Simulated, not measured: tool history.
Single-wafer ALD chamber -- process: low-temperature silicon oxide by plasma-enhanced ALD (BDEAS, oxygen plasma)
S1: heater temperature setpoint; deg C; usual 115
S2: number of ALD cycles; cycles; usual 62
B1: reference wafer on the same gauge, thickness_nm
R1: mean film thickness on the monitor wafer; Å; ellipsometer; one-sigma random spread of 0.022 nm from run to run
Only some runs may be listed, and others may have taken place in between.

run   hour   S1  S2     B1      R1
  1      0  115  70  8.029   99.62
  2   30.5  115  70  8.033   99.89
  3   65.1  109  62  8.024   89.33
  4   94.7  115  62  8.027    88.3
  5    120  126  62  8.012   86.14
  6  147.4  126  62  8.011   86.01
  7  160.8  126  62  8.003   85.71
  8  187.5  107  62      8   89.27
  9  200.7  107  62  7.991   89.42
 10    234  112  66  7.991   94.21
 11  248.7  112  66  7.988   93.93
 12  353.1  112  66  7.988   93.79
 13  374.1  126  70   7.98   96.49
 14  388.6  126  70  7.986   96.59
 15  462.3  126  70  7.984   97.05
 16  483.7  115  53  7.977   74.84
 17  514.7  115  62  7.964   87.71
 18  543.2  115  62  7.971   87.81
 19  571.9  115  62   7.97   87.69
 20  595.2  115  62  7.974   87.49
 21  619.4  115  62  7.958   87.36
 22  632.7  112  66  7.963   93.74
 23  665.7  110  54  7.971   77.28
 24  679.4  106  69   7.97   99.54
     688.1  -- gauge calibrated
 25  709.2  100  50   8.07   74.01
 26    727  129  55   8.06    76.3
 27  740.3  126  62  8.061   86.55
 28  763.1  115  72  8.057  103.12
 29    790  103  62  8.033   90.13
 30  806.4  126  55  8.034   76.76
     842.6  -- thermocouple changed; heater temperature recalibrated
 31  843.1  115  62  8.023   88.21
 32  872.6  120  59   8.01   83.03
 33    886  126  70  8.006   97.29
 34  903.9  106  68  8.012   98.29
 35  934.8  107  65  8.007   93.78
 36  969.6  102  62  7.995   90.04
 37  987.4  115  62  7.987   87.39

The next listed run, before its measurement:
 38  1013  115  68   ?   ?

Logged for run 38: B1 7.988, R1 95.97 Å.
Were there no unlogged condition in the tool, this run, its random variation unchanged, would have produced R1 97.1 Å.

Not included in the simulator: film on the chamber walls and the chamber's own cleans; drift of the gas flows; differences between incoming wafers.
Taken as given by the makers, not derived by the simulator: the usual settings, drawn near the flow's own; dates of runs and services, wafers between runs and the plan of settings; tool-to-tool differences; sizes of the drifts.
